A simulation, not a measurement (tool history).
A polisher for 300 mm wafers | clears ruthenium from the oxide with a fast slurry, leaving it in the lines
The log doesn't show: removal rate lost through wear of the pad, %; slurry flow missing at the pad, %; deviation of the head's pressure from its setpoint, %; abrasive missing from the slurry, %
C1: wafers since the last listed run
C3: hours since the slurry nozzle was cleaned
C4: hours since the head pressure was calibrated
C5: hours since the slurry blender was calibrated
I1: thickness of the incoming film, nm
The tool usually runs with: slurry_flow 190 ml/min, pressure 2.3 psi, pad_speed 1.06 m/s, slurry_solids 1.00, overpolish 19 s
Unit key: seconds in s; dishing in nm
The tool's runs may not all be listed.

run 1 day=0.000 | slurry_flow=190 pressure=2.3 pad_speed=1.06 slurry_solids=1.00 overpolish=14 | C1=0 wafers_polished_on_this_pad=178 C3=205.3 C4=257.0 C5=8.6 | I1=169.2 | seconds=42.3 dishing=38.2
run 2 day=0.933 | slurry_flow=190 pressure=2.3 pad_speed=1.06 slurry_solids=1.00 overpolish=19 | C1=194 wafers_polished_on_this_pad=372 C3=227.7 C4=279.4 C5=31.0 | I1=167.5 | seconds=41.5 dishing=47.0
run 3 day=2.254 | slurry_flow=190 pressure=2.3 pad_speed=1.06 slurry_solids=1.00 overpolish=19 | C1=275 wafers_polished_on_this_pad=648 C3=259.4 C4=311.1 C5=62.7 | I1=169.8 | seconds=43.1 dishing=46.2
run 4 day=3.071 | slurry_flow=190 pressure=1.8 pad_speed=1.06 slurry_solids=1.00 overpolish=19 | C1=170 wafers_polished_on_this_pad=818 C3=279.0 C4=330.7 C5=82.3 | I1=169.6 | seconds=56.5 dishing=38.9
run 5 day=3.792 | slurry_flow=190 pressure=2.1 pad_speed=1.06 slurry_solids=1.00 overpolish=19 | C1=150 wafers_polished_on_this_pad=968 C3=296.3 C4=348.0 C5=99.6 | I1=171.5 | seconds=48.8 dishing=43.0
-- day=4.233 slurry nozzle cleaned
run 6 day=4.967 | slurry_flow=190 pressure=2.1 pad_speed=1.06 slurry_solids=1.00 overpolish=19 | C1=236 wafers_polished_on_this_pad=1205 C3=17.6 C4=376.2 C5=127.8 | I1=172.3 | seconds=45.7 dishing=45.2
run 7 day=6.004 | slurry_flow=225 pressure=2.3 pad_speed=1.06 slurry_solids=1.00 overpolish=19 | C1=216 wafers_polished_on_this_pad=1421 C3=42.5 C4=401.1 C5=152.7 | I1=170.7 | seconds=40.7 dishing=48.8
-- day=6.858 slurry blender recalibrated
-- day=7.308 worn pad replaced by a new one
run 8 day=7.329 | slurry_flow=190 pressure=2.3 pad_speed=1.06 slurry_solids=1.00 overpolish=19 | C1=224 wafers_polished_on_this_pad=4 C3=74.3 C4=432.9 C5=11.3 | I1=170.5 | seconds=41.7 dishing=48.7
run 9 day=7.838 | slurry_flow=190 pressure=2.3 pad_speed=1.06 slurry_solids=1.00 overpolish=19 | C1=106 wafers_polished_on_this_pad=110 C3=86.5 C4=445.1 C5=23.5 | I1=170.9 | seconds=41.2 dishing=49.1
run 10 day=8.967 | slurry_flow=190 pressure=2.3 pad_speed=1.06 slurry_solids=1.00 overpolish=19 | C1=235 wafers_polished_on_this_pad=346 C3=113.6 C4=472.2 C5=50.6 | I1=168.4 | seconds=41.0 dishing=46.8
run 11 day=10.258 | slurry_flow=190 pressure=2.3 pad_speed=1.06 slurry_solids=1.00 overpolish=19 | C1=269 wafers_polished_on_this_pad=615 C3=144.6 C4=503.2 C5=81.6 | I1=170.2 | seconds=42.0 dishing=47.0
run 12 day=11.379 | slurry_flow=190 pressure=2.3 pad_speed=1.06 slurry_solids=1.00 overpolish=19 | C1=233 wafers_polished_on_this_pad=849 C3=171.5 C4=530.1 C5=108.5 | I1=170.2 | seconds=42.2 dishing=48.3
run 13 day=12.288 | slurry_flow=155 pressure=2.3 pad_speed=1.06 slurry_solids=1.00 overpolish=23 | C1=189 wafers_polished_on_this_pad=1038 C3=193.3 C4=551.9 C5=130.3 | I1=169.7 | seconds=43.6 dishing=51.6
run 14 day=12.883 | slurry_flow=190 pressure=2.3 pad_speed=1.06 slurry_solids=1.00 overpolish=19 | C1=124 wafers_polished_on_this_pad=1162 C3=207.6 C4=566.2 C5=144.6 | I1=171.9 | seconds=43.9 dishing=47.2
-- day=13.479 slurry blender recalibrated
-- day=14.342 worn pad replaced by a new one
run 15 day=17.229 | slurry_flow=190 pressure=1.9 pad_speed=1.28 slurry_solids=1.20 overpolish=16 | C1=854 wafers_polished_on_this_pad=602 C3=311.9 C4=670.5 C5=90.0 | I1=169.8 | seconds=42.7 dishing=40.2
-- day=17.650 slurry nozzle cleaned
run 16 day=18.150 | slurry_flow=190 pressure=1.5 pad_speed=1.06 slurry_solids=1.00 overpolish=19 | C1=183 wafers_polished_on_this_pad=785 C3=12.0 C4=692.6 C5=112.1 | I1=169.0 | seconds=62.0 dishing=35.4
-- day=19.383 head pressure recalibrated
run 17 day=19.404 | slurry_flow=165 pressure=2.3 pad_speed=1.06 slurry_solids=0.90 overpolish=19 | C1=244 wafers_polished_on_this_pad=1029 C3=42.1 C4=0.5 C5=142.2 | I1=167.9 | seconds=42.8 dishing=46.5
run 18 day=20.488 | slurry_flow=190 pressure=1.7 pad_speed=0.68 slurry_solids=1.00 overpolish=19 | C1=225 wafers_polished_on_this_pad=1255 C3=68.1 C4=26.5 C5=168.2 | I1=172.8 | seconds=88.2 dishing=27.8
-- day=21.192 slurry blender recalibrated
-- day=21.808 worn pad replaced by a new one, of another model than before
run 19 day=21.829 | slurry_flow=190 pressure=3.1 pad_speed=0.90 slurry_solids=1.30 overpolish=19 | C1=227 wafers_polished_on_this_pad=4 C3=100.3 C4=58.7 C5=15.3 | I1=170.9 | seconds=33.7 dishing=55.1
run 20 day=22.558 | slurry_flow=220 pressure=2.3 pad_speed=1.06 slurry_solids=1.25 overpolish=19 | C1=152 wafers_polished_on_this_pad=156 C3=117.8 C4=76.2 C5=32.8 | I1=170.5 | seconds=36.6 dishing=53.0
run 21 day=23.779 | slurry_flow=155 pressure=2.3 pad_speed=1.06 slurry_solids=1.00 overpolish=23 | C1=254 wafers_polished_on_this_pad=411 C3=147.1 C4=105.5 C5=62.1 | I1=172.4 | seconds=44.9 dishing=51.7
run 22 day=24.996 | slurry_flow=190 pressure=2.3 pad_speed=1.06 slurry_solids=1.00 overpolish=19 | C1=253 wafers_polished_on_this_pad=664 C3=176.3 C4=134.7 C5=91.3 | I1=167.7 | seconds=41.3 dishing=47.0
run 23 day=26.971 | slurry_flow=135 pressure=2.7 pad_speed=1.06 slurry_solids=1.00 overpolish=19 | C1=411 wafers_polished_on_this_pad=1076 C3=223.7 C4=182.1 C5=138.7 | I1=171.0 | seconds=47.8 dishing=42.8
run 24 day=28.196 | slurry_flow=190 pressure=2.3 pad_speed=1.06 slurry_solids=1.00 overpolish=28 | C1=255 wafers_polished_on_this_pad=1332 C3=253.1 C4=211.5 C5=168.1 | I1=169.7 | seconds=46.5 dishing=56.2
run 25 day=28.771 | slurry_flow=235 pressure=2.3 pad_speed=1.06 slurry_solids=1.00 overpolish=19 | C1=119 wafers_polished_on_this_pad=1452 C3=266.9 C4=225.3 C5=181.9 | I1=167.7 | seconds=43.6 dishing=46.2
-- day=28.962 slurry blender recalibrated
run 26 day=29.588 | slurry_flow=170 pressure=2.3 pad_speed=0.80 slurry_solids=1.15 overpolish=19 | C1=152 wafers_polished_on_this_pad=1605 C3=286.5 C4=244.9 C5=15.0 | I1=167.5 | seconds=58.9 dishing=36.9
-- day=30.238 worn pad replaced by a new one
run 27 day=31.008 | slurry_flow=170 pressure=2.3 pad_speed=0.80 slurry_solids=1.15 overpolish=19 | C1=261 wafers_polished_on_this_pad=160 C3=320.6 C4=279.0 C5=49.1 | I1=172.6 | seconds=77.2 dishing=29.8
-- day=31.067 slurry nozzle cleaned
run 28 day=31.729 | slurry_flow=190 pressure=2.8 pad_speed=0.78 slurry_solids=1.00 overpolish=19 | C1=141 wafers_polished_on_this_pad=302 C3=15.9 C4=296.3 C5=66.4 | I1=168.8 | seconds=42.5 dishing=46.7
run 29 day=33.154 | slurry_flow=160 pressure=2.3 pad_speed=1.06 slurry_solids=0.70 overpolish=13 | C1=297 wafers_polished_on_this_pad=599 C3=50.1 C4=330.5 C5=100.6 | I1=171.6 | seconds=50.5 dishing=31.0

How the hidden state differs across the entries between the runs, from the last listed run before each to the first after it:
After run 5, before run 6: slurry nozzle cleaned (day 4.233)
  slurry flow missing at the pad, %: 42 -> 7.84
  measured value less the no-hidden-state value, seconds: +4.0 -> +0.5 s; dishing: -2.7 -> -0.4 nm
After run 7, before run 8: slurry blender recalibrated (day 6.858); worn pad replaced by a new one (day 7.308)
  slurry flow missing at the pad, %: 8.54 -> 10.3
  measured value less the no-hidden-state value, seconds: +0.4 -> +0.6 s; dishing: -0.3 -> -0.5 nm
After run 14, before run 15: slurry blender recalibrated (day 13.479); worn pad replaced by a new one (day 14.342)
  slurry flow missing at the pad, %: 27.7 -> 52.8
  measured value less the no-hidden-state value, seconds: +2.0 -> +5.1 s; dishing: -1.5 -> -3.8 nm
After run 15, before run 16: slurry nozzle cleaned (day 17.650)
  slurry flow missing at the pad, %: 52.8 -> 0.724
  measured value less the no-hidden-state value, seconds: +5.1 -> +0.0 s; dishing: -3.8 -> +0.0 nm
After run 16, before run 17: head pressure recalibrated (day 19.383)
  slurry flow missing at the pad, %: 0.724 -> 1.48
  measured value less the no-hidden-state value, seconds: +0.0 -> +0.1 s; dishing: +0.0 -> +0.0 nm
After run 18, before run 19: slurry blender recalibrated (day 21.192); worn pad replaced by a new one, of another model than before (day 21.808)
  slurry flow missing at the pad, %: 2.81 -> 5.32
  measured value less the no-hidden-state value, seconds: +0.4 -> +0.4 s; dishing: +0.0 -> -0.5 nm
After run 25, before run 26: slurry blender recalibrated (day 28.962)
  slurry flow missing at the pad, %: 33.7 -> 38.7
  measured value less the no-hidden-state value, seconds: +4.8 -> +13.1 s; dishing: -3.7 -> -7.4 nm
After run 26, before run 27: worn pad replaced by a new one (day 30.238)
  slurry flow missing at the pad, %: 38.7 -> 48.3
  measured value less the no-hidden-state value, seconds: +13.1 -> +29.9 s; dishing: -7.4 -> -13.3 nm
After run 27, before run 28: slurry nozzle cleaned (day 31.067)
  slurry flow missing at the pad, %: 48.3 -> 2.2
  measured value less the no-hidden-state value, seconds: +29.9 -> +0.2 s; dishing: -13.3 -> -0.2 nm

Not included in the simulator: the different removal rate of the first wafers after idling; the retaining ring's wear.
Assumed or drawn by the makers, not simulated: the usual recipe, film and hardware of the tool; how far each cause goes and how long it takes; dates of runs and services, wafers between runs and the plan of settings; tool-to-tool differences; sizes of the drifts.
